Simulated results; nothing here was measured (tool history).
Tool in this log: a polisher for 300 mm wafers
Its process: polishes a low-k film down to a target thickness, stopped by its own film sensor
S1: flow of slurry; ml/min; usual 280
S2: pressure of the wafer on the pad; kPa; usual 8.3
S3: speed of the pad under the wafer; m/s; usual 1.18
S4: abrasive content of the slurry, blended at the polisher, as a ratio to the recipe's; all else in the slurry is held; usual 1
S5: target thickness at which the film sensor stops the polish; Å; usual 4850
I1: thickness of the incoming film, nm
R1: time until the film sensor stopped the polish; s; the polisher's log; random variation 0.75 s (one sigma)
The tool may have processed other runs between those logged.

{"run": 1, "day": 0.0, "S1": 280, "S2": 8.3, "S3": 1.18, "S4": 1, "S5": 4850, "I1": 510.6, "R1": 83.5}
{"day": 2.112, "done": "conditioning disc replaced and pad reconditioned"}
{"run": 2, "day": 3.625, "S1": 280, "S2": 8.3, "S3": 1.18, "S4": 1, "S5": 4850, "I1": 518.3, "R1": 109.1}
{"day": 8.721, "done": "slurry nozzle cleaned"}
{"run": 3, "day": 12.779, "S1": 280, "S2": 8.3, "S3": 1.18, "S4": 1, "S5": 4850, "I1": 502.5, "R1": 54.4}
{"day": 15.108, "done": "worn pad replaced by a new one"}
{"run": 4, "day": 17.0, "S1": 280, "S2": 8.3, "S3": 1.18, "S4": 1, "S5": 4850, "I1": 507.2, "R1": 71.2}
{"run": 5, "day": 19.467, "S1": 280, "S2": 8.3, "S3": 1.18, "S4": 1, "S5": 4850, "I1": 515.4, "R1": 96.5}
{"day": 20.921, "done": "slurry blender recalibrated"}
{"day": 21.1, "done": "conditioning disc replaced and pad reconditioned"}
{"run": 6, "day": 22.642, "S1": 280, "S2": 8.3, "S3": 1.18, "S4": 1, "S5": 4790, "I1": 509.9, "R1": 100.1}
{"run": 7, "day": 25.333, "S1": 280, "S2": 8.3, "S3": 1.18, "S4": 1, "S5": 4790, "I1": 505.3, "R1": 84.4}
{"day": 27.388, "done": "head pressure recalibrated"}
{"run": 8, "day": 29.329, "S1": 280, "S2": 8.3, "S3": 1.26, "S4": 1.1, "S5": 4850, "I1": 505, "R1": 60.2}
{"run": 9, "day": 31.429, "S1": 280, "S2": 8.3, "S3": 1.18, "S4": 1, "S5": 4850, "I1": 507.9, "R1": 76.7}
{"run": 10, "day": 33.742, "S1": 280, "S2": 8.3, "S3": 1.18, "S4": 1, "S5": 4850, "I1": 509.1, "R1": 79.8}
{"day": 34.904, "done": "worn pad replaced by a new one"}
{"day": 36.771, "done": "slurry nozzle cleaned"}
{"run": 11, "day": 37.288, "S1": 370, "S2": 8.3, "S3": 1.18, "S4": 0.8, "S5": 4820, "I1": 510.7, "R1": 95.9}
{"run": 12, "day": 39.162, "S1": 280, "S2": 9, "S3": 1.18, "S4": 1, "S5": 4850, "I1": 505.1, "R1": 58.7}
{"run": 13, "day": 40.925, "S1": 250, "S2": 8.3, "S3": 1.18, "S4": 0.85, "S5": 4850, "I1": 504.5, "R1": 67}
{"day": 41.479, "done": "slurry blender recalibrated"}
{"day": 41.908, "done": "conditioning disc replaced and pad reconditioned"}
{"run": 14, "day": 43.596, "S1": 280, "S2": 8.3, "S3": 1.18, "S4": 1, "S5": 4850, "I1": 506.1, "R1": 66.1}
{"run": 15, "day": 47.592, "S1": 255, "S2": 8.3, "S3": 1.18, "S4": 0.85, "S5": 4850, "I1": 521.8, "R1": 131.1}
{"run": 16, "day": 51.125, "S1": 235, "S2": 8.3, "S3": 1.18, "S4": 1.15, "S5": 4850, "I1": 514.9, "R1": 94.1}
{"day": 54.921, "done": "worn pad replaced by a new one"}
{"run": 17, "day": 55.129, "S1": 280, "S2": 8.3, "S3": 1.18, "S4": 1.1, "S5": 4850, "I1": 521.4, "R1": 114}
{"run": 18, "day": 58.479, "S1": 280, "S2": 8.3, "S3": 1.18, "S4": 1, "S5": 4850, "I1": 502.4, "R1": 57.3}
{"run": 19, "day": 60.021, "S1": 280, "S2": 8.3, "S3": 1.18, "S4": 1, "S5": 4850, "I1": 512.9, "R1": 91.9}
{"day": 61.092, "done": "conditioning disc replaced and pad reconditioned"}
{"day": 61.317, "done": "slurry blender recalibrated"}
{"run": 20, "day": 64.038, "S1": 280, "S2": 8.3, "S3": 1.4, "S4": 1, "S5": 4850, "I1": 515.5, "R1": 89.6}
{"run": 21, "day": 66.504, "S1": 205, "S2": 8.3, "S3": 1.44, "S4": 1, "S5": 4850, "I1": 511.6, "R1": 80.6}

Run 22 comes next. What will it give?
{"day": 67.65, "done": "head pressure recalibrated"}
{"day": 67.679, "done": "slurry nozzle cleaned"}
{"run": 22, "day": 69.362, "S1": 280, "S2": 8.3, "S3": 1.18, "S4": 1, "S5": 4850, "I1": 513.5, "R1": "?"}

{"run 22": {"R1": 88.3}}
On a tool with no hidden condition, and with the same random variation, this run would have come out at R1 87.4 s.

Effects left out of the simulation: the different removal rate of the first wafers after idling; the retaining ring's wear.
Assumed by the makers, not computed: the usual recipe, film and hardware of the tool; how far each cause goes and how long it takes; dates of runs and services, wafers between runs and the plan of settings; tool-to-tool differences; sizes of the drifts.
